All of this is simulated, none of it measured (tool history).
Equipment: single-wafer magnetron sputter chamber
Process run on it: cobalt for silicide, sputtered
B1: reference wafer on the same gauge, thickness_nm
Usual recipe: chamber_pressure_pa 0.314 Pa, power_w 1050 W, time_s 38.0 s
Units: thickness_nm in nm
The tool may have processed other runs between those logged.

run 1 hour=0.0 | chamber_pressure_pa=0.237 power_w=1050 time_s=38.0 | B1=19.523 | thickness_nm=20.880
run 2 hour=66.3 | chamber_pressure_pa=0.237 power_w=1050 time_s=38.0 | B1=19.525 | thickness_nm=21.055
run 3 hour=123.0 | chamber_pressure_pa=0.237 power_w=1050 time_s=38.0 | B1=19.507 | thickness_nm=21.061
-- hour=134.1 sputter target and shields replaced
run 4 hour=155.1 | chamber_pressure_pa=0.314 power_w=1050 time_s=38.0 | B1=19.489 | thickness_nm=20.529
run 5 hour=182.0 | chamber_pressure_pa=0.314 power_w=1050 time_s=38.0 | B1=19.515 | thickness_nm=20.543
run 6 hour=243.0 | chamber_pressure_pa=0.314 power_w=1050 time_s=38.0 | B1=19.487 | thickness_nm=20.480
-- hour=279.9 magnet pack replaced
run 7 hour=284.0 | chamber_pressure_pa=0.314 power_w=1050 time_s=38.0 | B1=19.513 | thickness_nm=20.812
run 8 hour=329.6 | chamber_pressure_pa=0.314 power_w=1050 time_s=38.0 | B1=19.501 | thickness_nm=20.677
run 9 hour=389.4 | chamber_pressure_pa=0.314 power_w=1050 time_s=38.0 | B1=19.510 | thickness_nm=20.628
run 10 hour=438.1 | chamber_pressure_pa=0.314 power_w=1050 time_s=38.0 | B1=19.448 | thickness_nm=20.842
run 11 hour=466.8 | chamber_pressure_pa=0.314 power_w=1050 time_s=38.0 | B1=19.460 | thickness_nm=20.675
run 12 hour=536.4 | chamber_pressure_pa=0.314 power_w=1050 time_s=38.0 | B1=19.496 | thickness_nm=20.647
-- hour=551.1 capacitance manometer re-zeroed and calibrated, repeated, since the last time left the tool worse
run 13 hour=574.0 | chamber_pressure_pa=0.314 power_w=1050 time_s=38.0 | B1=19.446 | thickness_nm=20.120
run 14 hour=634.0 | chamber_pressure_pa=0.224 power_w=1050 time_s=38.0 | B1=19.483 | thickness_nm=21.009
-- hour=709.3 sputter target and shields replaced
run 15 hour=709.8 | chamber_pressure_pa=0.196 power_w=1050 time_s=45.5 | B1=19.493 | thickness_nm=25.202
run 16 hour=748.6 | chamber_pressure_pa=0.314 power_w=1050 time_s=38.0 | B1=19.493 | thickness_nm=20.365
run 17 hour=803.4 | chamber_pressure_pa=0.314 power_w=1050 time_s=38.0 | B1=19.505 | thickness_nm=20.332
run 18 hour=853.0 | chamber_pressure_pa=0.223 power_w=850 time_s=40.7 | B1=19.456 | thickness_nm=19.603
run 19 hour=936.2 | chamber_pressure_pa=0.272 power_w=800 time_s=44.0 | B1=19.455 | thickness_nm=20.177
-- hour=1051.2 gauge calibrated
run 20 hour=1107.1 | chamber_pressure_pa=0.439 power_w=1050 time_s=38.0 | B1=19.527 | thickness_nm=19.514
run 21 hour=1137.6 | chamber_pressure_pa=0.314 power_w=1050 time_s=38.0 | B1=19.518 | thickness_nm=20.122
-- hour=1186.9 sputter target and shields replaced
run 22 hour=1194.7 | chamber_pressure_pa=0.275 power_w=1250 time_s=31.7 | B1=19.509 | thickness_nm=19.189
run 23 hour=1228.7 | chamber_pressure_pa=0.370 power_w=1050 time_s=33.1 | B1=19.500 | thickness_nm=17.374
run 24 hour=1258.1 | chamber_pressure_pa=0.314 power_w=1250 time_s=38.0 | B1=19.508 | thickness_nm=22.790
run 25 hour=1288.4 | chamber_pressure_pa=0.314 power_w=1050 time_s=38.0 | B1=19.472 | thickness_nm=20.459
run 26 hour=1343.3 | chamber_pressure_pa=0.409 power_w=1150 time_s=38.0 | B1=19.454 | thickness_nm=20.869
run 27 hour=1400.4 | chamber_pressure_pa=0.228 power_w=950 time_s=30.9 | B1=19.487 | thickness_nm=16.091
run 28 hour=1448.2 | chamber_pressure_pa=0.314 power_w=1250 time_s=41.5 | B1=19.525 | thickness_nm=24.953
run 29 hour=1497.0 | chamber_pressure_pa=0.346 power_w=1200 time_s=31.6 | B1=19.494 | thickness_nm=18.203
run 30 hour=1559.6 | chamber_pressure_pa=0.314 power_w=1050 time_s=38.0 | B1=19.492 | thickness_nm=20.311
run 31 hour=1599.8 | chamber_pressure_pa=0.245 power_w=950 time_s=45.4 | B1=19.508 | thickness_nm=23.264
run 32 hour=1659.6 | chamber_pressure_pa=0.347 power_w=1050 time_s=34.5 | B1=19.510 | thickness_nm=18.364
-- hour=1679.3 sputter target and shields replaced
run 33 hour=1714.8 | chamber_pressure_pa=0.314 power_w=1050 time_s=35.8 | B1=19.519 | thickness_nm=19.205
run 34 hour=1784.5 | chamber_pressure_pa=0.369 power_w=1050 time_s=35.4 | B1=19.451 | thickness_nm=18.610

For some of the steps in thickness_nm from one run to the next: how much would appear even if the tool had no hidden state, given the settings, what came in and random variation, and how much remains for the hidden state plus any gauge scatter that the measured result and the result without hidden state don't share?
Hidden state present: deposition rate above that of a new target (%); true argon pressure above the setpoint (%); gauge reads high (%).
Run 3 -> 4: chamber_pressure_pa 0.237 -> 0.314, sputter target and shields replaced. thickness_nm -0.532 nm: hidden state +0.098, all else -0.630.
Run 12 -> 13: capacitance manometer re-zeroed and calibrated, repeated, since the last time left the tool worse. thickness_nm -0.527 nm: hidden state -0.417, all else -0.110.
Run 23 -> 24: chamber_pressure_pa 0.370 -> 0.314, power_w 1050 -> 1250, time_s 33.1 -> 38.0. thickness_nm +5.416 nm: hidden state +0.016, all else +5.400.
Run 27 -> 28: chamber_pressure_pa 0.228 -> 0.314, power_w 950 -> 1250, time_s 30.9 -> 41.5. thickness_nm +8.862 nm: hidden state +0.100, all else +8.762.
Run 28 -> 29: chamber_pressure_pa 0.314 -> 0.346, power_w 1250 -> 1200, time_s 41.5 -> 31.6. thickness_nm -6.750 nm: hidden state -0.028, all else -6.722.
